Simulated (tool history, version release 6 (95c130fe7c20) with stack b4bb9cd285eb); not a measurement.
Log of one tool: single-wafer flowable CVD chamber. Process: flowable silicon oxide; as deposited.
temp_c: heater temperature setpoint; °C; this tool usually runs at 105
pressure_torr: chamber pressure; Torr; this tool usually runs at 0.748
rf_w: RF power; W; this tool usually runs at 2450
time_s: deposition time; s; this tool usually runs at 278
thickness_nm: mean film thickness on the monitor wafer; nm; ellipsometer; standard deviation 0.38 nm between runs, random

run	hour	temp_c	pressure_torr	rf_w	time_s	read-back reference wafer on the same gauge, thickness_nm	thickness_nm
1	0.0	105	0.748	2450	278	143.915	123.571
2	61.9	105	0.748	2450	278	144.016	124.074
3	89.8	105	0.748	2450	278	144.034	123.238
4	152.0	105	0.748	2450	278	144.134	123.625
5	200.6	105	0.748	2450	278	144.141	122.624
6	326.9	105	0.748	2450	278	144.054	122.664
# hour 379.0: gauge calibrated
7	387.5	105	0.748	2450	278	143.958	122.907
8	412.2	109	0.748	2450	278	143.951	105.327
9	479.7	105	0.748	2450	278	144.114	122.141
# hour 508.6: capacitance manometer re-zeroed and calibrated
10	510.9	105	0.748	2450	278	144.111	117.464
11	552.7	105	0.748	2450	278	144.040	117.519
# hour 588.2: RF generator calibrated
# hour 596.3: showerhead replaced
12	596.8	98	0.748	2450	278	144.065	152.500
# hour 641.9: thermocouple changed; heater temperature recalibrated
13	642.4	105	0.748	2450	278	143.926	116.627
14	670.5	105	0.748	2450	278	144.084	116.168

For run 15, what comes out?
# hour 703.1: capacitance manometer re-zeroed and calibrated, repeated, since the last time left the tool worse
15	737.3	105	0.748	2450	278	?	?

read-back reference wafer on the same gauge, thickness_nm: 143.924
thickness_nm: 129.764 nm
Without the tool's hidden state the same run would have given thickness_nm 129.753 nm.
